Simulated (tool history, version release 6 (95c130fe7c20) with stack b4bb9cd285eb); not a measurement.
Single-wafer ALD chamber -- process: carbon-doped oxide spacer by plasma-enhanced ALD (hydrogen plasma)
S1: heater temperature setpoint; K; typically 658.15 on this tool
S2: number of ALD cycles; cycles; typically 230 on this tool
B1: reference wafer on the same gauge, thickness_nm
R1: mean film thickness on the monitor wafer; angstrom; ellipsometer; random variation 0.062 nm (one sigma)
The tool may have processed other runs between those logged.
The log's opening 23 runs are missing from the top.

run,hour,S1,S2,B1,R1
24,1594.3,658.15,252,13.344,131.24
25,1686.9,658.15,230,13.347,118.51
26,1723.3,646.15,270,13.301,139.63
27,1789.0,658.15,230,13.321,119.26
# hour 2098.1: thermocouple changed; heater temperature recalibrated
28,2099.3,658.15,230,13.246,119.41
29,2173.5,658.15,230,13.244,118.11
30,2250.7,658.15,230,13.277,117.84
31,2296.9,644.15,218,13.221,111.31
32,2334.4,658.15,217,13.193,112.21
33,2531.2,664.15,190,13.183,97.14
34,2611.5,658.15,230,13.145,117.70
35,2668.7,658.15,230,13.149,118.79
36,2748.9,658.15,210,13.169,107.36

Branching from run 36: 4 alternative next runs. What would each branch give?
A,2749.7,658.15,230,?,?
B,2749.7,658.15,251,?,?
C,2749.7,652.15,230,?,?
D,2749.7,663.15,255,?,?

run,B1,R1
A,13.121,116.73
B,13.121,127.39
C,13.121,116.73
D,13.121,129.42
Take away the tool's hidden state, keep each run's random variation, and the runs would have read:
run,R1
A,119.87
B,130.81
C,119.87
D,132.90

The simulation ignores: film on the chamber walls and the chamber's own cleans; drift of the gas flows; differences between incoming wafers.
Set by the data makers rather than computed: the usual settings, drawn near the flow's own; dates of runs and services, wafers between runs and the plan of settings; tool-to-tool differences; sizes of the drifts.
